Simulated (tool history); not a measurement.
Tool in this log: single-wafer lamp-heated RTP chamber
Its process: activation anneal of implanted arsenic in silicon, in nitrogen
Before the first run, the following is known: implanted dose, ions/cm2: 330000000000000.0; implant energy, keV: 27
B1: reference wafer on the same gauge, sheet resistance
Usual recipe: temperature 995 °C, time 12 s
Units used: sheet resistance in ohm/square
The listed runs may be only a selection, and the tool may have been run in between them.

run 1 hour=0.0 | temperature=995 time=12 | B1=237.51 | sheet_resistance=281.41
run 2 hour=14.0 | temperature=995 time=12 | B1=237.64 | sheet_resistance=281.47
run 3 hour=39.0 | temperature=995 time=12 | B1=237.49 | sheet_resistance=281.83
run 4 hour=58.4 | temperature=981 time=7 | B1=237.78 | sheet_resistance=284.08
run 5 hour=71.5 | temperature=981 time=7 | B1=237.52 | sheet_resistance=284.06
run 6 hour=92.2 | temperature=981 time=7 | B1=237.66 | sheet_resistance=284.22
run 7 hour=118.5 | temperature=995 time=12 | B1=237.65 | sheet_resistance=281.20
run 8 hour=143.4 | temperature=995 time=12 | B1=237.83 | sheet_resistance=281.77
run 9 hour=168.2 | temperature=995 time=12 | B1=237.85 | sheet_resistance=281.78
run 10 hour=193.6 | temperature=995 time=12 | B1=237.81 | sheet_resistance=281.54
-- hour=222.7 pyrometer window cleaned and pyrometer calibrated
run 11 hour=223.2 | temperature=995 time=12 | B1=237.71 | sheet_resistance=281.63
run 12 hour=227.3 | temperature=995 time=12 | B1=237.75 | sheet_resistance=282.60
-- hour=244.9 gauge calibrated
run 13 hour=253.4 | temperature=995 time=12 | B1=234.28 | sheet_resistance=277.46
run 14 hour=271.7 | temperature=995 time=12 | B1=234.60 | sheet_resistance=277.73
run 15 hour=289.7 | temperature=995 time=12 | B1=234.88 | sheet_resistance=278.40
run 16 hour=314.3 | temperature=995 time=14 | B1=235.06 | sheet_resistance=277.30
-- hour=332.8 reflector plate cleaned
run 17 hour=339.3 | temperature=1012 time=5 | B1=235.32 | sheet_resistance=281.23
run 18 hour=374.7 | temperature=995 time=8 | B1=235.66 | sheet_resistance=279.73
run 19 hour=405.5 | temperature=1013 time=12 | B1=235.96 | sheet_resistance=278.10
run 20 hour=423.1 | temperature=995 time=7 | B1=235.97 | sheet_resistance=281.63
run 21 hour=462.9 | temperature=995 time=12 | B1=236.36 | sheet_resistance=279.95
run 22 hour=481.6 | temperature=1007 time=16 | B1=236.37 | sheet_resistance=277.77
run 23 hour=500.3 | temperature=1006 time=16 | B1=236.49 | sheet_resistance=278.12
-- hour=521.9 pyrometer window cleaned and pyrometer calibrated
run 24 hour=537.1 | temperature=995 time=12 | B1=236.74 | sheet_resistance=280.31
run 25 hour=572.6 | temperature=969 time=17 | B1=236.82 | sheet_resistance=281.81
run 26 hour=598.2 | temperature=995 time=6 | B1=237.08 | sheet_resistance=282.80
run 27 hour=618.1 | temperature=995 time=5 | B1=236.95 | sheet_resistance=283.54
run 28 hour=630.7 | temperature=1017 time=5 | B1=236.94 | sheet_resistance=282.29
run 29 hour=646.5 | temperature=978 time=10 | B1=237.02 | sheet_resistance=282.18

3 options for the next run, each taken on its own from the tool as it stands now. Forecast them:
run A hour=646.9 | temperature=975 time=12 | B1=? | sheet_resistance=?
run B hour=646.9 | temperature=1009 time=12 | B1=? | sheet_resistance=?
run C hour=646.9 | temperature=966 time=8 | B1=? | sheet_resistance=?

run=A B1=236.85 sheet_resistance=281.72
run=B B1=236.85 sheet_resistance=279.51
run=C B1=236.85 sheet_resistance=282.89
With the hidden condition removed and each run's random variation left untouched, the same runs would have given:
run=A sheet_resistance=278.10
run=B sheet_resistance=275.93
run=C sheet_resistance=279.26
